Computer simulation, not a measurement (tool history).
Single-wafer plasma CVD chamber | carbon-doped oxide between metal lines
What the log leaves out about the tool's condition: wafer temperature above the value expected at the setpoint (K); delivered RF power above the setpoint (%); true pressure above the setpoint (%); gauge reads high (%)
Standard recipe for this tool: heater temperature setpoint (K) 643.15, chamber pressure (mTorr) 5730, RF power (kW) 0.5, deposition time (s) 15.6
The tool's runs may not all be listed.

run	day	heater temperature setpoint (K)	chamber pressure (mTorr)	RF power (kW)	deposition time (s)	wafers since the last listed run	hours since the last thermocouple change	hours since the last RF generator calibration	hours since the last manometer calibration	hours since the showerhead was replaced	hours since the gauge calibration	read-back reference wafer on the same gauge, thickness_nm	mean film thickness on the monitor wafer (nm)
1	0	643.15	5730	0.5	15.6	0	1537.3	709.5	1721.4	5392.9	1561.5	75.89	69.242
# day 0.15: gauge calibrated
2	1.088	643.15	5730	0.5	15.6	572	1563.4	735.6	1747.5	5419	22.5	76.829	70.199
# day 1.967: thermocouple changed; heater temperature recalibrated
3	3.362	643.15	5730	0.5	15.6	1022	33.5	790.2	1802.1	5473.6	77.1	76.84	70.318
# day 7.121: showerhead replaced
4	7.142	643.15	5730	0.5	15.6	1814	124.2	880.9	1892.8	0.5	167.8	76.775	70.083
5	10.004	643.15	5730	0.5	15.6	1507	192.9	949.6	1961.5	69.2	236.5	76.807	70.463
6	11.567	643.15	5730	0.5	15.6	822	230.4	987.1	1999	106.7	274	76.828	70.24
7	13.212	632.15	5730	0.5	13	866	269.9	1026.6	2038.5	146.2	313.5	76.81	60.332
8	14.217	647.15	5730	0.5	13.8	528	294	1050.7	2062.6	170.3	337.6	76.775	61.693
9	17.129	638.15	6400	0.465	14.1	1533	363.9	1120.6	2132.5	240.2	407.5	76.783	62.562
10	23.162	633.15	4440	0.42	15.6	3177	508.7	1265.4	2277.3	385	552.3	76.675	62.409
# day 24.579: RF generator calibrated
11	24.721	630.15	5020	0.435	14.3	645	546.1	3.4	2314.7	422.4	589.7	76.646	60.483
12	31.296	643.15	5730	0.435	13.8	3462	703.9	161.2	2472.5	580.2	747.5	76.567	57.817
13	33.404	643.15	5730	0.5	15.6	1110	754.5	211.8	2523.1	630.8	798.1	76.55	70.259
14	34.492	636.15	5730	0.5	17.5	572	780.6	237.9	2549.2	656.9	824.2	76.532	79.6
# day 35: capacitance manometer re-zeroed and calibrated
15	36.296	643.15	4680	0.5	12.8	774	823.9	281.2	31.1	700.2	867.5	76.514	55.827
16	38.742	643.15	5730	0.5	15.6	1288	882.6	339.9	89.8	758.9	926.2	76.449	70.186
17	41.175	643.15	5730	0.5	18.6	1281	941	398.3	148.2	817.3	984.6	76.432	82.838
18	43.012	643.15	5730	0.5	15.6	967	985.1	442.4	192.3	861.4	1028.7	76.362	70.088
19	45.612	652.15	6950	0.5	17.7	1369	1047.5	504.8	254.7	923.8	1091.1	76.341	78.76
20	48.329	643.15	5730	0.5	15.6	1430	1112.7	570	319.9	989	1156.3	76.28	69.404
21	50.842	652.15	6600	0.575	17.1	1323	1173	630.3	380.2	1049.3	1216.6	76.197	81.444
22	53.15	643.15	5730	0.5	15.6	1215	1228.4	685.7	435.6	1104.7	1272	76.138	69.716
# day 54.312: gauge calibrated
23	54.496	643.15	4880	0.585	16.8	708	1260.7	718	467.9	1137	4.4	76.969	80.576
24	56.85	643.15	5730	0.5	15.6	1239	1317.2	774.5	524.4	1193.5	60.9	76.959	70.162
25	59.008	647.15	7160	0.5	17.4	1136	1369	826.3	576.2	1245.3	112.7	76.965	79.163
26	60.362	629.15	6560	0.555	18.1	713	1401.5	858.8	608.7	1277.8	145.2	77.011	90.38
27	62.346	655.15	5730	0.5	15.6	1044	1449.1	906.4	656.3	1325.4	192.8	76.969	68.549

Each row is a separate what-if for the run after 27, all from the same tool condition, not one after another. Results?
A	62.362	643.15	5730	0.55	15.6	8	1449.5	906.8	656.7	1325.8	193.2	?	?
B	62.362	629.15	6090	0.465	15.6	8	1449.5	906.8	656.7	1325.8	193.2	?	?
C	62.362	634.15	6170	0.57	14.1	8	1449.5	906.8	656.7	1325.8	193.2	?	?
D	62.362	643.15	5730	0.5	18.4	8	1449.5	906.8	656.7	1325.8	193.2	?	?
E	62.362	653.15	5730	0.5	17.5	8	1449.5	906.8	656.7	1325.8	193.2	?	?

run	read-back reference wafer on the same gauge, thickness_nm	mean film thickness on the monitor wafer (nm)
A	76.952	74.39
B	76.952	70.702
C	76.952	70.714
D	76.952	83.091
E	76.952	77.463
Without the tool's hidden state the same runs would have given:
run	mean film thickness on the monitor wafer (nm)
A	74.322
B	70.637
C	70.649
D	83.015
E	77.392

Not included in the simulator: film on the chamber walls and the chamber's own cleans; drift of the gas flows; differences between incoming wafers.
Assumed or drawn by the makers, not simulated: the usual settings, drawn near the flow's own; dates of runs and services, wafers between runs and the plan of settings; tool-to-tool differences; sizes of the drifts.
